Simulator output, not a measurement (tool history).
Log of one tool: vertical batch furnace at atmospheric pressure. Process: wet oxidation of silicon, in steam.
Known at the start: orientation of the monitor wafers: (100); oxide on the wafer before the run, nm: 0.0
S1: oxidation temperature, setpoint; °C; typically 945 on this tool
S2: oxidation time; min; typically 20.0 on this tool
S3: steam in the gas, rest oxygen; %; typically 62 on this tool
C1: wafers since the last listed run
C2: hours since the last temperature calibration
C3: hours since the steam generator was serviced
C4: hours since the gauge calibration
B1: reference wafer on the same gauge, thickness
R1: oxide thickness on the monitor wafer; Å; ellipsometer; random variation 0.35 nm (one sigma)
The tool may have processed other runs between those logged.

run 1 hour=0.0 | S1=945 S2=20.0 S3=62 | C1=0 C2=2172.6 C3=1626.1 C4=617.5 | B1=76.35 | R1=645.1
run 2 hour=54.3 | S1=945 S2=20.0 S3=62 | C1=1439 C2=2226.9 C3=1680.4 C4=671.8 | B1=76.61 | R1=638.3
run 3 hour=112.4 | S1=935 S2=20.0 S3=62 | C1=1540 C2=2285.0 C3=1738.5 C4=729.9 | B1=76.46 | R1=566.5
run 4 hour=165.1 | S1=935 S2=20.0 S3=62 | C1=1396 C2=2337.7 C3=1791.2 C4=782.6 | B1=76.54 | R1=561.1
run 5 hour=227.2 | S1=945 S2=24.5 S3=62 | C1=1646 C2=2399.8 C3=1853.3 C4=844.7 | B1=76.56 | R1=776.5
run 6 hour=282.9 | S1=945 S2=24.5 S3=62 | C1=1476 C2=2455.5 C3=1909.0 C4=900.4 | B1=76.50 | R1=774.7
run 7 hour=313.4 | S1=945 S2=24.5 S3=62 | C1=808 C2=2486.0 C3=1939.5 C4=930.9 | B1=76.66 | R1=772.2
run 8 hour=346.7 | S1=945 S2=20.0 S3=62 | C1=882 C2=2519.3 C3=1972.8 C4=964.2 | B1=76.36 | R1=636.5
run 9 hour=414.2 | S1=945 S2=20.0 S3=62 | C1=1789 C2=2586.8 C3=2040.3 C4=1031.7 | B1=76.48 | R1=635.6
run 10 hour=461.4 | S1=945 S2=20.0 S3=62 | C1=1251 C2=2634.0 C3=2087.5 C4=1078.9 | B1=76.65 | R1=636.8
run 11 hour=524.5 | S1=945 S2=20.0 S3=62 | C1=1672 C2=2697.1 C3=2150.6 C4=1142.0 | B1=76.54 | R1=635.6
run 12 hour=595.9 | S1=945 S2=20.0 S3=62 | C1=1892 C2=2768.5 C3=2222.0 C4=1213.4 | B1=76.54 | R1=634.0
run 13 hour=630.9 | S1=956 S2=17.5 S3=62 | C1=927 C2=2803.5 C3=2257.0 C4=1248.4 | B1=76.49 | R1=646.4
run 14 hour=693.1 | S1=928 S2=26.5 S3=54 | C1=1648 C2=2865.7 C3=2319.2 C4=1310.6 | B1=76.53 | R1=585.3
-- hour=719.6 steam generator serviced
run 15 hour=724.4 | S1=925 S2=30.0 S3=65 | C1=193 C2=2897.0 C3=4.8 C4=1341.9 | B1=76.61 | R1=798.0
run 16 hour=780.4 | S1=945 S2=20.0 S3=62 | C1=1484 C2=2953.0 C3=60.8 C4=1397.9 | B1=76.41 | R1=675.2
run 17 hour=828.0 | S1=970 S2=12.5 S3=67 | C1=1261 C2=3000.6 C3=108.4 C4=1445.5 | B1=76.38 | R1=651.6
run 18 hour=881.5 | S1=945 S2=20.0 S3=62 | C1=1418 C2=3054.1 C3=161.9 C4=1499.0 | B1=76.56 | R1=669.8
-- hour=1000.1 thermocouples replaced and temperature profile calibrated
-- hour=1033.3 gauge calibrated
run 19 hour=1079.4 | S1=923 S2=25.5 S3=74 | C1=4609 C2=79.3 C3=359.8 C4=46.1 | B1=76.51 | R1=707.7
run 20 hour=1122.2 | S1=932 S2=27.0 S3=51 | C1=1134 C2=122.1 C3=402.6 C4=88.9 | B1=76.47 | R1=586.5
run 21 hour=1179.5 | S1=945 S2=20.0 S3=62 | C1=1518 C2=179.4 C3=459.9 C4=146.2 | B1=76.68 | R1=638.9
run 22 hour=1228.3 | S1=956 S2=17.5 S3=62 | C1=1293 C2=228.2 C3=508.7 C4=195.0 | B1=76.44 | R1=643.7
run 23 hour=1274.2 | S1=945 S2=26.5 S3=62 | C1=1216 C2=274.1 C3=554.6 C4=240.9 | B1=76.42 | R1=816.8
run 24 hour=1309.2 | S1=957 S2=24.5 S3=58 | C1=927 C2=309.1 C3=589.6 C4=275.9 | B1=76.40 | R1=831.4
run 25 hour=1348.5 | S1=945 S2=20.0 S3=62 | C1=1041 C2=348.4 C3=628.9 C4=315.2 | B1=76.52 | R1=637.1
run 26 hour=1379.8 | S1=923 S2=11.5 S3=54 | C1=829 C2=379.7 C3=660.2 C4=346.5 | B1=76.46 | R1=243.5
run 27 hour=1440.0 | S1=945 S2=10.5 S3=62 | C1=1595 C2=439.9 C3=720.4 C4=406.7 | B1=76.44 | R1=347.0

Here are 5 independent what-if runs from the current tool condition. What would each one return?
run A hour=1443.2 | S1=931 S2=20.0 S3=62 | C1=84 C2=443.1 C3=723.6 C4=409.9 | B1=? | R1=?
run B hour=1443.2 | S1=969 S2=27.0 S3=70 | C1=84 C2=443.1 C3=723.6 C4=409.9 | B1=? | R1=?
run C hour=1443.2 | S1=945 S2=20.0 S3=57 | C1=84 C2=443.1 C3=723.6 C4=409.9 | B1=? | R1=?
run D hour=1443.2 | S1=964 S2=26.0 S3=62 | C1=84 C2=443.1 C3=723.6 C4=409.9 | B1=? | R1=?
run E hour=1443.2 | S1=929 S2=28.0 S3=58 | C1=84 C2=443.1 C3=723.6 C4=409.9 | B1=? | R1=?

run=A B1=76.58 R1=531.8
run=B B1=76.58 R1=1242.8
run=C B1=76.58 R1=587.8
run=D B1=76.58 R1=1021.9
run=E B1=76.58 R1=667.7
The same runs, with their run-to-run variation unchanged, on a tool lacking any hidden condition would have given:
run=A R1=536.6
run=B R1=1253.5
run=C R1=592.7
run=D R1=1030.4
run=E R1=673.8
